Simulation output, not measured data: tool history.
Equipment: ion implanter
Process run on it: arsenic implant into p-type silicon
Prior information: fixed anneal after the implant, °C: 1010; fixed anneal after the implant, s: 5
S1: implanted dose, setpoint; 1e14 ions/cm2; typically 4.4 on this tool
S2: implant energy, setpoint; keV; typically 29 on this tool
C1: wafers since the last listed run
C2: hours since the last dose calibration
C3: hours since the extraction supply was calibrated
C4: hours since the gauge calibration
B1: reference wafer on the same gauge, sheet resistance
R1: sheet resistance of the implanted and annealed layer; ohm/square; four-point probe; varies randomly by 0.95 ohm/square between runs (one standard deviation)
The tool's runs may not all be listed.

Run 1, day 0: usual settings but S2 25 keV; C1 0; C2 1568.3; C3 4867.1; C4 684.7; B1 192.99. Result: R1 221.08 ohm/square.
Run 2, day 0.821: usual settings but S2 25 keV; C1 598; C2 1588; C3 4886.8; C4 704.4; B1 193. Result: R1 220.68 ohm/square.
Run 3, day 1.412: usual settings but S2 25 keV; C1 431; C2 1602.2; C3 4901; C4 718.6; B1 193.07. Result: R1 221.46 ohm/square.
Run 4, day 2.371: usual settings but S2 34 keV; C1 698; C2 1625.2; C3 4924; C4 741.6; B1 193.14. Result: R1 210.52 ohm/square.
Run 5, day 3.1: usual settings but S2 34 keV; C1 531; C2 1642.7; C3 4941.5; C4 759.1; B1 192.87. Result: R1 210.49 ohm/square.
Run 6, day 4.238: usual settings; C1 829; C2 1670; C3 4968.8; C4 786.4; B1 193.11. Result: R1 214.73 ohm/square.
Run 7, day 5.171: usual settings; C1 680; C2 1692.4; C3 4991.2; C4 808.8; B1 193.1. Result: R1 217.55 ohm/square.
Run 8, day 5.679: usual settings; C1 370; C2 1704.6; C3 5003.4; C4 821; B1 193.01. Result: R1 216.32 ohm/square.
Run 9, day 6.817: usual settings but S1 3.61 1e14 ions/cm2, S2 24.5 keV; C1 829; C2 1731.9; C3 5030.7; C4 848.3; B1 193.09. Result: R1 256.14 ohm/square.
Run 10, day 7.533: usual settings but S1 3.61 1e14 ions/cm2, S2 24.5 keV; C1 522; C2 1749.1; C3 5047.9; C4 865.5; B1 193.03. Result: R1 255.1 ohm/square.
Run 11, day 8.471: usual settings; C1 683; C2 1771.6; C3 5070.4; C4 888; B1 193.08. Result: R1 215.82 ohm/square.
Run 12, day 9.646: usual settings; C1 856; C2 1799.8; C3 5098.6; C4 916.2; B1 193.02. Result: R1 215.43 ohm/square.
Run 13, day 10.721: usual settings; C1 784; C2 1825.6; C3 5124.4; C4 942; B1 192.99. Result: R1 214.62 ohm/square.
Run 14, day 11.608: usual settings; C1 647; C2 1846.9; C3 5145.7; C4 963.3; B1 193.12. Result: R1 215.27 ohm/square.
Run 15, day 12.429: usual settings; C1 598; C2 1866.6; C3 5165.4; C4 983; B1 192.87. Result: R1 215.28 ohm/square.
Run 16, day 13.508: usual settings; C1 787; C2 1892.5; C3 5191.3; C4 1008.9; B1 192.92. Result: R1 215.37 ohm/square.
Run 17, day 14.479: usual settings; C1 708; C2 1915.8; C3 5214.6; C4 1032.2; B1 192.91. Result: R1 214.47 ohm/square.
Run 18, day 15.404: usual settings but S1 4.85 1e14 ions/cm2; C1 674; C2 1938; C3 5236.8; C4 1054.4; B1 192.94. Result: R1 199.06 ohm/square.
Run 19, day 16.758: usual settings; C1 987; C2 1970.5; C3 5269.3; C4 1086.9; B1 193.19. Result: R1 212.76 ohm/square.
Run 20, day 17.508: usual settings; C1 546; C2 1988.5; C3 5287.3; C4 1104.9; B1 193.08. Result: R1 213.64 ohm/square.
At day 17.775: gauge calibrated.
Run 21, day 18.371: usual settings; C1 629; C2 2009.2; C3 5308; C4 14.3; B1 192.84. Result: R1 215.65 ohm/square.
Run 22, day 19.646: usual settings but S2 39 keV; C1 929; C2 2039.8; C3 5338.6; C4 44.9; B1 192.92. Result: R1 205.96 ohm/square.
Run 23, day 20.929: usual settings but S1 5.71 1e14 ions/cm2, S2 22 keV; C1 935; C2 2070.6; C3 5369.4; C4 75.7; B1 193.09. Result: R1 186.54 ohm/square.
Run 24, day 22.333: usual settings; C1 1024; C2 2104.3; C3 5403.1; C4 109.4; B1 193.06. Result: R1 211.94 ohm/square.
Run 25, day 22.954: usual settings but S2 19 keV; C1 452; C2 2119.2; C3 5418; C4 124.3; B1 192.97. Result: R1 228.75 ohm/square.
At day 27.408: extraction supply calibrated.
Run 26, day 27.429: usual settings but S1 4.95 1e14 ions/cm2, S2 37 keV; C1 3020; C2 2226.6; C3 0.5; C4 231.7; B1 192.95. Result: R1 189.09 ohm/square.
At day 28.55: Faraday cup replaced and dose calibrated.
Run 27, day 28.683: usual settings; C1 671; C2 3.2; C3 30.6; C4 261.8; B1 192.97. Result: R1 220.05 ohm/square.
Run 28, day 30.062: usual settings but S1 3.64 1e14 ions/cm2, S2 23.5 keV; C1 1005; C2 36.3; C3 63.7; C4 294.9; B1 193.05. Result: R1 262.6 ohm/square.
Run 29, day 32.467: usual settings but S1 3.51 1e14 ions/cm2, S2 20 keV; C1 1753; C2 94; C3 121.4; C4 352.6; B1 193.03. Result: R1 275.38 ohm/square.
Run 30, day 33.904: usual settings; C1 1048; C2 128.5; C3 155.9; C4 387.1; B1 192.97. Result: R1 220.07 ohm/square.
Run 31, day 34.562: usual settings but S2 32 keV; C1 480; C2 144.3; C3 171.7; C4 402.9; B1 193.1. Result: R1 218.58 ohm/square.
Run 32, day 35.646: usual settings but S1 5.44 1e14 ions/cm2, S2 36 keV; C1 790; C2 170.3; C3 197.7; C4 428.9; B1 193.03. Result: R1 182.5 ohm/square.
Run 33, day 36.992: usual settings but S1 4.95 1e14 ions/cm2, S2 37 keV; C1 981; C2 202.6; C3 230; C4 461.2; B1 192.81. Result: R1 195.47 ohm/square.
Run 34, day 38.333: usual settings; C1 978; C2 234.8; C3 262.2; C4 493.4; B1 193.12. Result: R1 221.44 ohm/square.
Run 35, day 39.092: usual settings but S1 5.15 1e14 ions/cm2, S2 36.5 keV; C1 553; C2 253; C3 280.4; C4 511.6; B1 192.92. Result: R1 189.11 ohm/square.
Run 36, day 40.575: usual settings but S1 5.53 1e14 ions/cm2, S2 25.5 keV; C1 1081; C2 288.6; C3 316; C4 547.2; B1 193. Result: R1 191.2 ohm/square.
Run 37, day 41.938: usual settings but S1 4.83 1e14 ions/cm2, S2 39 keV; C1 993; C2 321.3; C3 348.7; C4 579.9; B1 193.02. Result: R1 196.29 ohm/square.
Run 38, day 43.267: usual settings; C1 969; C2 353.2; C3 380.6; C4 611.8; B1 193.11. Result: R1 218.31 ohm/square.

Give the tool's hidden conditions for every run:
deviation of the true energy from its setpoint, %: 0, the same for each run
gauge reads high (%): 0, the same for each run
H1: deviation of the true dose from the Faraday cup's reading, %
run     H1
  1    3.5
  2   3.55
  3   3.59
  4   3.65
  5   3.69
  6   3.76
  7   3.82
  8   3.85
  9   3.91
 10   3.96
 11   4.02
 12   4.09
 13   4.15
 14   4.21
 15   4.26
 16   4.32
 17   4.38
 18   4.44
 19   4.52
 20   4.56
 21   4.62
 22   4.69
 23   4.77
 24   4.86
 25   4.89
 26   5.16
 27  0.303
 28  0.386
 29  0.532
 30  0.619
 31  0.659
 32  0.725
 33  0.806
 34  0.888
 35  0.934
 36   1.02
 37   1.11
 38   1.19
